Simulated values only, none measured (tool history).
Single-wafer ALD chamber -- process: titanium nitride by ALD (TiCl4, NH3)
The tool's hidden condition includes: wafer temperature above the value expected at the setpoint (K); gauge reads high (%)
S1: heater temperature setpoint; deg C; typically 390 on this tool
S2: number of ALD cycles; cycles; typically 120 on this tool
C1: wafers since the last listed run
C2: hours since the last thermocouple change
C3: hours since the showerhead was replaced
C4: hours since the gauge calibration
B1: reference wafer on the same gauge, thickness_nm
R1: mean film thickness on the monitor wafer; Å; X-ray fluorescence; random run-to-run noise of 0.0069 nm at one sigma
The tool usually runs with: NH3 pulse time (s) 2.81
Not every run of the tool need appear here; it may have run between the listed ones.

run 1 hour=0 | S1=400 S2=106 NH3_pulse_time_(s)=2.81 | C1=0 C2=1634.9 C3=3479.3 C4=1904.5 | B1=2.319 | R1=24.41
run 2 hour=24.2 | S1=395 S2=120 NH3_pulse_time_(s)=3.16 | C1=53 C2=1659.1 C3=3503.5 C4=1928.7 | B1=2.316 | R1=27.79
run 3 hour=83.5 | S1=390 S2=120 NH3_pulse_time_(s)=2.81 | C1=129 C2=1718.4 C3=3562.8 C4=1988 | B1=2.316 | R1=27.3
run 4 hour=132.7 | S1=390 S2=120 NH3_pulse_time_(s)=2.81 | C1=107 C2=1767.6 C3=3612 C4=2037.2 | B1=2.31 | R1=27.42
run 5 hour=183.1 | S1=390 S2=120 NH3_pulse_time_(s)=3.69 | C1=110 C2=1818 C3=3662.4 C4=2087.6 | B1=2.311 | R1=27.75
run 6 hour=216 | S1=400 S2=120 NH3_pulse_time_(s)=2.34 | C1=72 C2=1850.9 C3=3695.3 C4=2120.5 | B1=2.311 | R1=27.41
run 7 hour=424.7 | S1=400 S2=120 NH3_pulse_time_(s)=2.34 | C1=457 C2=2059.6 C3=3904 C4=2329.2 | B1=2.307 | R1=27.26
run 8 hour=479.6 | S1=400 S2=120 NH3_pulse_time_(s)=2.34 | C1=120 C2=2114.5 C3=3958.9 C4=2384.1 | B1=2.305 | R1=27.33
run 9 hour=519 | S1=390 S2=120 NH3_pulse_time_(s)=2.81 | C1=86 C2=2153.9 C3=3998.3 C4=2423.5 | B1=2.303 | R1=27.23
run 10 hour=567.2 | S1=383 S2=120 NH3_pulse_time_(s)=2.81 | C1=105 C2=2202.1 C3=4046.5 C4=2471.7 | B1=2.3 | R1=27.13
run 11 hour=591.2 | S1=390 S2=120 NH3_pulse_time_(s)=2.81 | C1=52 C2=2226.1 C3=4070.5 C4=2495.7 | B1=2.302 | R1=27.34
-- hour=607.1 thermocouple changed; heater temperature recalibrated
run 12 hour=633.4 | S1=390 S2=120 NH3_pulse_time_(s)=2.81 | C1=74 C2=26.3 C3=4112.7 C4=2537.9 | B1=2.297 | R1=27.34
run 13 hour=693.8 | S1=390 S2=133 NH3_pulse_time_(s)=2.81 | C1=132 C2=86.7 C3=4173.1 C4=2598.3 | B1=2.297 | R1=30.02
-- hour=740.9 gauge calibrated
run 14 hour=750.1 | S1=390 S2=133 NH3_pulse_time_(s)=2.81 | C1=123 C2=143 C3=4229.4 C4=9.2 | B1=2.337 | R1=30.8
run 15 hour=806.8 | S1=390 S2=133 NH3_pulse_time_(s)=2.81 | C1=124 C2=199.7 C3=4286.1 C4=65.9 | B1=2.338 | R1=30.69
run 16 hour=894.5 | S1=390 S2=120 NH3_pulse_time_(s)=3.55 | C1=192 C2=287.4 C3=4373.8 C4=153.6 | B1=2.337 | R1=27.99
run 17 hour=943.9 | S1=383 S2=139 NH3_pulse_time_(s)=3.36 | C1=108 C2=336.8 C3=4423.2 C4=203 | B1=2.337 | R1=32.25
run 18 hour=1011.2 | S1=390 S2=120 NH3_pulse_time_(s)=2.81 | C1=147 C2=404.1 C3=4490.5 C4=270.3 | B1=2.338 | R1=27.64
run 19 hour=1043.9 | S1=402 S2=120 NH3_pulse_time_(s)=1.93 | C1=71 C2=436.8 C3=4523.2 C4=303 | B1=2.336 | R1=27.57
run 20 hour=1102.9 | S1=383 S2=120 NH3_pulse_time_(s)=2.81 | C1=129 C2=495.8 C3=4582.2 C4=362 | B1=2.338 | R1=27.63
run 21 hour=1173.9 | S1=390 S2=108 NH3_pulse_time_(s)=1.76 | C1=155 C2=566.8 C3=4653.2 C4=433 | B1=2.336 | R1=24.35
run 22 hour=1239.7 | S1=390 S2=120 NH3_pulse_time_(s)=2.81 | C1=144 C2=632.6 C3=4719 C4=498.8 | B1=2.336 | R1=27.76
run 23 hour=1303 | S1=390 S2=106 NH3_pulse_time_(s)=3.77 | C1=138 C2=695.9 C3=4782.3 C4=562.1 | B1=2.337 | R1=24.82
run 24 hour=1333.7 | S1=385 S2=98 NH3_pulse_time_(s)=3.13 | C1=67 C2=726.6 C3=4813 C4=592.8 | B1=2.339 | R1=22.67
run 25 hour=1369.7 | S1=377 S2=135 NH3_pulse_time_(s)=3.13 | C1=78 C2=762.6 C3=4849 C4=628.8 | B1=2.336 | R1=31.09
run 26 hour=1434 | S1=380 S2=133 NH3_pulse_time_(s)=2.81 | C1=140 C2=826.9 C3=4913.3 C4=693.1 | B1=2.337 | R1=30.49
-- hour=1443.7 showerhead replaced
run 27 hour=1463.4 | S1=395 S2=141 NH3_pulse_time_(s)=3.48 | C1=46 C2=856.3 C3=19.7 C4=722.5 | B1=2.334 | R1=32.97
run 28 hour=1498.9 | S1=390 S2=120 NH3_pulse_time_(s)=2.81 | C1=77 C2=891.8 C3=55.2 C4=758 | B1=2.335 | R1=27.6
run 29 hour=1534 | S1=402 S2=114 NH3_pulse_time_(s)=2.34 | C1=76 C2=926.9 C3=90.3 C4=793.1 | B1=2.336 | R1=26.41
run 30 hour=1568.9 | S1=397 S2=96 NH3_pulse_time_(s)=2.81 | C1=76 C2=961.8 C3=125.2 C4=828 | B1=2.334 | R1=22.22
run 31 hour=1634.5 | S1=390 S2=120 NH3_pulse_time_(s)=2.81 | C1=143 C2=1027.4 C3=190.8 C4=893.6 | B1=2.331 | R1=27.69
run 32 hour=1740.2 | S1=390 S2=111 NH3_pulse_time_(s)=2.09 | C1=231 C2=1133.1 C3=296.5 C4=999.3 | B1=2.332 | R1=25.11
run 33 hour=1765.9 | S1=390 S2=120 NH3_pulse_time_(s)=2.81 | C1=56 C2=1158.8 C3=322.2 C4=1025 | B1=2.329 | R1=27.64
run 34 hour=1796.7 | S1=376 S2=105 NH3_pulse_time_(s)=2.35 | C1=67 C2=1189.6 C3=353 C4=1055.8 | B1=2.33 | R1=23.61
run 35 hour=1826.8 | S1=390 S2=107 NH3_pulse_time_(s)=2.81 | C1=65 C2=1219.7 C3=383.1 C4=1085.9 | B1=2.331 | R1=24.61
run 36 hour=1882.3 | S1=405 S2=98 NH3_pulse_time_(s)=2.81 | C1=121 C2=1275.2 C3=438.6 C4=1141.4 | B1=2.331 | R1=22.72
run 37 hour=1943.7 | S1=390 S2=120 NH3_pulse_time_(s)=3.35 | C1=134 C2=1336.6 C3=500 C4=1202.8 | B1=2.329 | R1=27.85
run 38 hour=2007.9 | S1=377 S2=126 NH3_pulse_time_(s)=2.06 | C1=140 C2=1400.8 C3=564.2 C4=1267 | B1=2.328 | R1=28.17
run 39 hour=2032 | S1=390 S2=120 NH3_pulse_time_(s)=2.81 | C1=52 C2=1424.9 C3=588.3 C4=1291.1 | B1=2.328 | R1=27.66

State the hidden condition of the tool at each of the runs:
wafer temperature above the value expected at the setpoint (K): 0, the same for each run
H1: gauge reads high (%)
run=1 H1=-1.03
run=2 H1=-1.05
run=3 H1=-1.11
run=4 H1=-1.16
run=5 H1=-1.22
run=6 H1=-1.25
run=7 H1=-1.49
run=8 H1=-1.56
run=9 H1=-1.61
run=10 H1=-1.67
run=11 H1=-1.7
run=12 H1=-1.75
run=13 H1=-1.83
run=14 H1=-0.0865
run=15 H1=-0.0876
run=16 H1=-0.0926
run=17 H1=-0.0971
run=18 H1=-0.105
run=19 H1=-0.11
run=20 H1=-0.12
run=21 H1=-0.135
run=22 H1=-0.151
run=23 H1=-0.168
run=24 H1=-0.177
run=25 H1=-0.188
run=26 H1=-0.21
run=27 H1=-0.221
run=28 H1=-0.234
run=29 H1=-0.248
run=30 H1=-0.263
run=31 H1=-0.292
run=32 H1=-0.344
run=33 H1=-0.357
run=34 H1=-0.373
run=35 H1=-0.39
run=36 H1=-0.422
run=37 H1=-0.459
run=38 H1=-0.5
run=39 H1=-0.516
